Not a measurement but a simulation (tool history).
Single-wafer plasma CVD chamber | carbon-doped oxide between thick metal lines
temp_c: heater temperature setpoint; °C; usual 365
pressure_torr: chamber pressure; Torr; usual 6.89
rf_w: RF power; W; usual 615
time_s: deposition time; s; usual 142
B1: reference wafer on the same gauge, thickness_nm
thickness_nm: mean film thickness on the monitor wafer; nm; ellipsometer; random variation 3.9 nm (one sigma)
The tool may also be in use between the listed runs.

run 1 day=0.000 | temp_c=365 pressure_torr=7.53 rf_w=530 time_s=142 | B1=760.313 | thickness_nm=717.319
run 2 day=1.483 | temp_c=365 pressure_torr=6.89 rf_w=615 time_s=142 | B1=762.389 | thickness_nm=794.677
run 3 day=2.808 | temp_c=365 pressure_torr=6.89 rf_w=615 time_s=142 | B1=761.784 | thickness_nm=799.374
run 4 day=3.575 | temp_c=365 pressure_torr=6.89 rf_w=615 time_s=142 | B1=761.756 | thickness_nm=798.340
run 5 day=4.508 | temp_c=365 pressure_torr=6.89 rf_w=615 time_s=142 | B1=762.400 | thickness_nm=801.121
run 6 day=5.471 | temp_c=365 pressure_torr=6.89 rf_w=615 time_s=142 | B1=760.316 | thickness_nm=804.023
run 7 day=6.171 | temp_c=365 pressure_torr=6.89 rf_w=615 time_s=142 | B1=762.337 | thickness_nm=797.339
-- day=6.238 gauge calibrated
-- day=7.150 thermocouple changed; heater temperature recalibrated
run 8 day=7.446 | temp_c=365 pressure_torr=6.89 rf_w=615 time_s=142 | B1=761.912 | thickness_nm=798.513
run 9 day=8.692 | temp_c=365 pressure_torr=6.89 rf_w=615 time_s=142 | B1=760.647 | thickness_nm=799.191
-- day=9.250 capacitance manometer re-zeroed and calibrated
run 10 day=9.271 | temp_c=365 pressure_torr=6.89 rf_w=615 time_s=142 | B1=761.051 | thickness_nm=801.102
run 11 day=10.771 | temp_c=365 pressure_torr=5.70 rf_w=545 time_s=142 | B1=761.876 | thickness_nm=720.486
run 12 day=11.342 | temp_c=361 pressure_torr=7.88 rf_w=615 time_s=132 | B1=760.526 | thickness_nm=754.103
run 13 day=12.825 | temp_c=357 pressure_torr=7.92 rf_w=685 time_s=127 | B1=759.454 | thickness_nm=783.858
-- day=13.429 RF generator calibrated
-- day=13.667 showerhead replaced
run 14 day=13.688 | temp_c=365 pressure_torr=6.89 rf_w=615 time_s=142 | B1=761.135 | thickness_nm=805.686
run 15 day=14.454 | temp_c=365 pressure_torr=6.13 rf_w=680 time_s=142 | B1=761.664 | thickness_nm=844.964
run 16 day=15.196 | temp_c=365 pressure_torr=6.89 rf_w=615 time_s=142 | B1=762.130 | thickness_nm=796.698
run 17 day=16.062 | temp_c=365 pressure_torr=6.89 rf_w=615 time_s=166 | B1=760.801 | thickness_nm=933.603
-- day=17.329 gauge calibrated
run 18 day=17.354 | temp_c=365 pressure_torr=6.89 rf_w=615 time_s=142 | B1=762.005 | thickness_nm=799.765
run 19 day=18.183 | temp_c=365 pressure_torr=7.39 rf_w=550 time_s=142 | B1=761.429 | thickness_nm=736.170
run 20 day=19.296 | temp_c=365 pressure_torr=6.89 rf_w=615 time_s=142 | B1=761.469 | thickness_nm=805.594
run 21 day=20.342 | temp_c=379 pressure_torr=5.43 rf_w=555 time_s=121 | B1=761.650 | thickness_nm=608.896

Forecast each of these 3 alternatives for the next run:
run A day=20.358 | temp_c=365 pressure_torr=6.89 rf_w=615 time_s=142 | B1=? | thickness_nm=?
run B day=20.358 | temp_c=365 pressure_torr=7.95 rf_w=700 time_s=142 | B1=? | thickness_nm=?
run C day=20.358 | temp_c=352 pressure_torr=6.89 rf_w=615 time_s=158 | B1=? | thickness_nm=?

run=A B1=761.013 thickness_nm=800.004
run=B B1=761.013 thickness_nm=880.409
run=C B1=761.013 thickness_nm=917.154
Without the tool's hidden state the same runs would have given:
run=A thickness_nm=800.004
run=B thickness_nm=880.409
run=C thickness_nm=917.154
